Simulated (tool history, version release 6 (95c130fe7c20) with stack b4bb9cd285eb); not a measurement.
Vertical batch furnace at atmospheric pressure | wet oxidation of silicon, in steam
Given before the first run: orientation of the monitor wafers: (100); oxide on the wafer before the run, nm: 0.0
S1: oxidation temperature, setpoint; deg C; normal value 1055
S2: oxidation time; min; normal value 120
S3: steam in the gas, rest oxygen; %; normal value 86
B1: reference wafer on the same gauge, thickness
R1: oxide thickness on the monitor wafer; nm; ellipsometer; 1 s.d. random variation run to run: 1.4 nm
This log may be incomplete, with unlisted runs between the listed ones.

run 1 hour=0 | S1=1055 S2=120 S3=86 | B1=676.29 | R1=728.8
run 2 hour=25.9 | S1=1055 S2=120 S3=86 | B1=676.04 | R1=726.96
run 3 hour=54.3 | S1=1055 S2=120 S3=86 | B1=676.24 | R1=727.69
run 4 hour=90 | S1=1055 S2=120 S3=86 | B1=675.89 | R1=726.58
run 5 hour=120.4 | S1=1055 S2=120 S3=86 | B1=676.36 | R1=726.44
-- hour=125.6 gauge calibrated
run 6 hour=154.6 | S1=1055 S2=120 S3=86 | B1=676.18 | R1=722.37
run 7 hour=189.7 | S1=1055 S2=120 S3=86 | B1=675.66 | R1=720.73
run 8 hour=202.5 | S1=1042 S2=120 S3=86 | B1=676.07 | R1=679.35
run 9 hour=221 | S1=1042 S2=120 S3=86 | B1=675.65 | R1=680.95
run 10 hour=253 | S1=1055 S2=120 S3=86 | B1=675.74 | R1=722.02
run 11 hour=282 | S1=1055 S2=120 S3=86 | B1=676.15 | R1=723.95
run 12 hour=317.1 | S1=1055 S2=120 S3=86 | B1=676.05 | R1=719.24
-- hour=341.3 steam generator serviced
run 13 hour=341.8 | S1=1055 S2=120 S3=86 | B1=675.55 | R1=770.19
run 14 hour=354.7 | S1=1055 S2=120 S3=86 | B1=675.61 | R1=768.8
run 15 hour=373.3 | S1=1055 S2=120 S3=86 | B1=676.08 | R1=768.52
run 16 hour=399.5 | S1=1055 S2=85.5 S3=86 | B1=675.69 | R1=631.03
run 17 hour=413.8 | S1=1055 S2=85.5 S3=86 | B1=676.02 | R1=630.02
run 18 hour=430.3 | S1=1055 S2=151.5 S3=83 | B1=676.62 | R1=860.41
run 19 hour=450 | S1=1031 S2=120 S3=75 | B1=675.88 | R1=630.76
run 20 hour=479.9 | S1=1055 S2=120 S3=86 | B1=676.14 | R1=767.71
-- hour=492.8 gauge calibrated
-- hour=523.8 thermocouples replaced and temperature profile calibrated
run 21 hour=524.3 | S1=1055 S2=120 S3=86 | B1=675.79 | R1=769.16
run 22 hour=536.5 | S1=1030 S2=120 S3=86 | B1=676.13 | R1=683.39
run 23 hour=548.8 | S1=1055 S2=120 S3=86 | B1=676.19 | R1=770.21
run 24 hour=573 | S1=1055 S2=82.5 S3=86 | B1=675.96 | R1=616.96
run 25 hour=603.6 | S1=1055 S2=178.5 S3=91 | B1=675.92 | R1=995
run 26 hour=619 | S1=1043 S2=81 S3=86 | B1=676.07 | R1=576.1
run 27 hour=653.7 | S1=1048 S2=120 S3=74 | B1=675.85 | R1=681.66
run 28 hour=688.2 | S1=1055 S2=120 S3=86 | B1=676.09 | R1=766.62

Alternative continuations, all from the tool just after run 28; predict every row:
run A hour=694.6 | S1=1055 S2=120 S3=86 | B1=? | R1=?
run B hour=694.6 | S1=1061 S2=155 S3=81 | B1=? | R1=?
run C hour=694.6 | S1=1055 S2=137 S3=92 | B1=? | R1=?
run D hour=694.6 | S1=1075 S2=179.5 S3=81 | B1=? | R1=?
run E hour=694.6 | S1=1039 S2=81 S3=97 | B1=? | R1=?

run=A B1=675.58 R1=767.46
run=B B1=675.58 R1=880.41
run=C B1=675.58 R1=860.33
run=D B1=675.58 R1=1009.5
run=E B1=675.58 R1=605.8
Without the tool's unlogged condition, the same runs would have read:
run=A R1=768.36
run=B R1=881.43
run=C R1=861.33
run=D R1=1010.64
run=E R1=606.54
